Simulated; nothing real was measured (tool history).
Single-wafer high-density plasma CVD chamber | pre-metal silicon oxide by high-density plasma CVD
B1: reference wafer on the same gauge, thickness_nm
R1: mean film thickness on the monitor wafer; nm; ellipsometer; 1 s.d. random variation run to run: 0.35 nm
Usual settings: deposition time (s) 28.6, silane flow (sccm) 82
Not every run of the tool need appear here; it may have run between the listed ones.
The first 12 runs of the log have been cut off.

run 13 hour=132.9 | deposition_time_(s)=28.6 silane_flow_(sccm)=82 | B1=233.068 | R1=205.789
run 14 hour=145.2 | deposition_time_(s)=31.5 silane_flow_(sccm)=82 | B1=232.978 | R1=226.084
run 15 hour=154.2 | deposition_time_(s)=31.5 silane_flow_(sccm)=82 | B1=232.916 | R1=226.079
run 16 hour=171.8 | deposition_time_(s)=28.6 silane_flow_(sccm)=82 | B1=232.958 | R1=205.224
run 17 hour=184.3 | deposition_time_(s)=28.6 silane_flow_(sccm)=82 | B1=233.002 | R1=204.849
run 18 hour=191.4 | deposition_time_(s)=28.6 silane_flow_(sccm)=76 | B1=232.964 | R1=190.300
run 19 hour=208.0 | deposition_time_(s)=28.6 silane_flow_(sccm)=82 | B1=232.982 | R1=204.760
run 20 hour=222.4 | deposition_time_(s)=26.7 silane_flow_(sccm)=86 | B1=232.914 | R1=200.281
-- hour=235.7 silane flow controller replaced
run 21 hour=236.2 | deposition_time_(s)=33.1 silane_flow_(sccm)=89 | B1=232.942 | R1=274.425
run 22 hour=247.8 | deposition_time_(s)=26.3 silane_flow_(sccm)=93 | B1=232.948 | R1=228.129
run 23 hour=259.1 | deposition_time_(s)=33.3 silane_flow_(sccm)=70 | B1=232.999 | R1=217.540

What does the tool deliver on the next run?
-- hour=273.3 gauge calibrated
run 24 hour=274.0 | deposition_time_(s)=28.6 silane_flow_(sccm)=87 | B1=? | R1=?

Run 24 gave B1 233.027, R1 232.323 nm.
On a tool with no hidden condition, and with the same random variation, this run would have come out at R1 232.131 nm.
